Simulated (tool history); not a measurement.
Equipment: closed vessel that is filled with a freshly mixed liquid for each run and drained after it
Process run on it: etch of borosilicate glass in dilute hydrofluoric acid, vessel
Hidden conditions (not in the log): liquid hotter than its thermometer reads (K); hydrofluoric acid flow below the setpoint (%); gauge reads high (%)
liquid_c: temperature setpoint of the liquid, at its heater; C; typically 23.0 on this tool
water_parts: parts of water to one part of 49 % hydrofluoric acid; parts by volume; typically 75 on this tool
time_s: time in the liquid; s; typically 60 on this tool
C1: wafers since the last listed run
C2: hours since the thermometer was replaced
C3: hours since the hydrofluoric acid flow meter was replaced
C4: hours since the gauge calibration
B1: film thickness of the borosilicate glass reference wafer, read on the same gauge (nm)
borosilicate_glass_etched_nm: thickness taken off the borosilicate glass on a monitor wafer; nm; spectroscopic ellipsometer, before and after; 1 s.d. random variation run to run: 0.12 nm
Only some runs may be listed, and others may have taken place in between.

Run 1, day 0.000: usual settings; C1 0; C2 1124.3; C3 1614.4; C4 113.5; B1 59.99. Result: borosilicate_glass_etched_nm 19.31 nm.
Run 2, day 1.308: usual settings; C1 1968; C2 1155.7; C3 1645.8; C4 144.9; B1 60.01. Result: borosilicate_glass_etched_nm 19.23 nm.
Run 3, day 2.138: usual settings; C1 1247; C2 1175.6; C3 1665.7; C4 164.8; B1 60.03. Result: borosilicate_glass_etched_nm 19.18 nm.
Run 4, day 3.492: usual settings but water_parts 85 parts by volume; C1 2037; C2 1208.1; C3 1698.2; C4 197.3; B1 60.02. Result: borosilicate_glass_etched_nm 16.80 nm.
Run 5, day 4.533: usual settings but water_parts 85 parts by volume; C1 1567; C2 1233.1; C3 1723.2; C4 222.3; B1 60.02. Result: borosilicate_glass_etched_nm 16.72 nm.
Run 6, day 5.262: usual settings but time_s 40 s; C1 1097; C2 1250.6; C3 1740.7; C4 239.8; B1 60.00. Result: borosilicate_glass_etched_nm 12.78 nm.
Run 7, day 6.067: usual settings but time_s 40 s; C1 1209; C2 1269.9; C3 1760.0; C4 259.1; B1 59.99. Result: borosilicate_glass_etched_nm 12.79 nm.
Run 8, day 6.708: usual settings but time_s 40 s; C1 965; C2 1285.3; C3 1775.4; C4 274.5; B1 60.01. Result: borosilicate_glass_etched_nm 12.86 nm.
Run 9, day 7.383: usual settings but water_parts 85 parts by volume, time_s 70 s; C1 1015; C2 1301.5; C3 1791.6; C4 290.7; B1 60.00. Result: borosilicate_glass_etched_nm 19.43 nm.
Run 10, day 8.833: usual settings but water_parts 85 parts by volume, time_s 70 s; C1 2181; C2 1336.3; C3 1826.4; C4 325.5; B1 60.01. Result: borosilicate_glass_etched_nm 19.38 nm.
Run 11, day 9.408: usual settings but liquid_c 26.0 C, water_parts 60 parts by volume, time_s 80 s; C1 865; C2 1350.1; C3 1840.2; C4 339.3; B1 60.01. Result: borosilicate_glass_etched_nm 37.21 nm.
Run 12, day 10.250: usual settings but liquid_c 19.5 C, water_parts 90 parts by volume; C1 1266; C2 1370.3; C3 1860.4; C4 359.5; B1 60.00. Result: borosilicate_glass_etched_nm 13.67 nm.
Run 13, day 11.558: usual settings but time_s 80 s; C1 1968; C2 1401.7; C3 1891.8; C4 390.9; B1 60.01. Result: borosilicate_glass_etched_nm 25.81 nm.
Run 14, day 12.312: usual settings; C1 1134; C2 1419.8; C3 1909.9; C4 409.0; B1 60.01. Result: borosilicate_glass_etched_nm 19.34 nm.
Run 15, day 12.925: usual settings; C1 921; C2 1434.5; C3 1924.6; C4 423.7; B1 60.02. Result: borosilicate_glass_etched_nm 19.28 nm.
Run 16, day 13.558: usual settings but water_parts 60 parts by volume; C1 952; C2 1449.7; C3 1939.8; C4 438.9; B1 60.00. Result: borosilicate_glass_etched_nm 24.66 nm.
At day 13.638: hydrofluoric acid flow meter replaced.
At day 14.229: gauge calibrated.
Run 17, day 14.358: usual settings but water_parts 85 parts by volume; C1 1141; C2 1468.9; C3 17.3; C4 3.1; B1 60.03. Result: borosilicate_glass_etched_nm 19.00 nm.
At day 15.379: thermometer replaced.
Run 18, day 15.404: usual settings but time_s 40 s; C1 1510; C2 0.6; C3 42.4; C4 28.2; B1 60.00. Result: borosilicate_glass_etched_nm 13.38 nm.
Run 19, day 16.838: usual settings but liquid_c 24.5 C, time_s 30 s; C1 2156; C2 35.0; C3 76.8; C4 62.6; B1 59.98. Result: borosilicate_glass_etched_nm 10.78 nm.
Run 20, day 21.046: usual settings but liquid_c 21.5 C, water_parts 105 parts by volume, time_s 45 s; C1 6332; C2 136.0; C3 177.8; C4 163.6; B1 60.01. Result: borosilicate_glass_etched_nm 9.71 nm.
Run 21, day 21.642: usual settings but liquid_c 25.5 C, water_parts 60 parts by volume; C1 896; C2 150.3; C3 192.1; C4 177.9; B1 60.00. Result: borosilicate_glass_etched_nm 28.11 nm.

Branching from run 21: 4 alternative next runs. What would each branch give?
Run A, day 21.671: usual settings; C1 43; C2 151.0; C3 192.8; C4 178.6; B1 ?. Result: borosilicate_glass_etched_nm ?.
Run B, day 21.671: usual settings but liquid_c 26.5 C, water_parts 110 parts by volume; C1 43; C2 151.0; C3 192.8; C4 178.6; B1 ?. Result: borosilicate_glass_etched_nm ?.
Run C, day 21.671: usual settings but liquid_c 19.0 C, water_parts 60 parts by volume, time_s 30 s; C1 43; C2 151.0; C3 192.8; C4 178.6; B1 ?. Result: borosilicate_glass_etched_nm ?.
Run D, day 21.671: usual settings but liquid_c 24.5 C, water_parts 45 parts by volume, time_s 80 s; C1 43; C2 151.0; C3 192.8; C4 178.6; B1 ?. Result: borosilicate_glass_etched_nm ?.

run     B1  borosilicate_glass_etched_nm
  A  59.99                         19.93
  B  59.99                         14.91
  C  59.99                         10.75
  D  59.99                         49.00
Without the tool's hidden state the same runs would have given:
run  borosilicate_glass_etched_nm
  A                         20.02
  B                         15.00
  C                         10.78
  D                         49.17

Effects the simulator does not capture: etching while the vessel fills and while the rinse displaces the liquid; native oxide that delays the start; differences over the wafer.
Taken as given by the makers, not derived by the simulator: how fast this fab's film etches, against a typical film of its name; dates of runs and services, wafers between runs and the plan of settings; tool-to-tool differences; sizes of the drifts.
